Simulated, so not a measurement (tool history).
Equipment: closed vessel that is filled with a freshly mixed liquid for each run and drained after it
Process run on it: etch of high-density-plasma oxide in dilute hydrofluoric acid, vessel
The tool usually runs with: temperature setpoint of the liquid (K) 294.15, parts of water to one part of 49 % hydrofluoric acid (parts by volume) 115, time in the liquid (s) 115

run	hour	temperature setpoint of the liquid (K)	parts of water to one part of 49 % hydrofluoric acid (parts by volume)	time in the liquid (s)	read-back film thickness of the high-density-plasma oxide reference wafer, read on the same gauge (nm)	thickness taken off the high-density-plasma oxide on a monitor wafer (Å)
1	0.0	294.15	115	75	130.01	43.3
2	36.5	294.15	115	75	130.00	44.4
# hour 193.1: hydrofluoric acid flow meter replaced
3	193.9	294.15	115	115	130.00	67.7
4	261.7	294.15	115	95	129.99	56.1
# hour 271.9: gauge calibrated
5	304.2	294.15	115	95	129.97	56.5
6	347.0	294.15	115	95	130.06	55.5
7	413.5	294.15	115	115	129.97	68.1
8	450.2	294.15	115	115	129.96	67.3
# hour 511.6: thermometer replaced
9	512.1	296.65	155	115	129.95	53.0
10	574.9	294.15	95	115	129.97	83.1
11	638.7	295.65	85	60	129.98	52.6
# hour 656.1: hydrofluoric acid flow meter replaced
12	664.9	294.15	115	70	129.99	41.0
13	702.5	291.65	170	115	130.00	39.1
14	774.0	294.15	115	115	130.03	67.1
15	813.7	291.15	115	170	130.00	88.5
16	922.6	294.15	160	115	130.00	45.6
17	988.4	294.15	115	115	129.99	67.8
18	1042.5	291.15	115	115	130.00	59.5
19	1088.6	294.15	115	115	130.03	67.8
20	1147.5	298.65	115	115	129.99	81.0
21	1189.2	298.65	155	75	129.98	37.0
# hour 1245.0: hydrofluoric acid flow meter replaced
22	1248.1	296.15	115	115	130.03	73.4
23	1315.5	294.15	115	65	129.98	38.2
24	1366.7	294.15	115	115	130.01	67.3

Run 25 is up next; what results do you expect?
25	1413.0	294.15	175	175	?	?

read-back film thickness of the high-density-plasma oxide reference wafer, read on the same gauge (nm): 129.96
thickness taken off the high-density-plasma oxide on a monitor wafer (Å): 62.6
Without the tool's hidden state the same run would have given thickness taken off the high-density-plasma oxide on a monitor wafer (Å) 62.6.
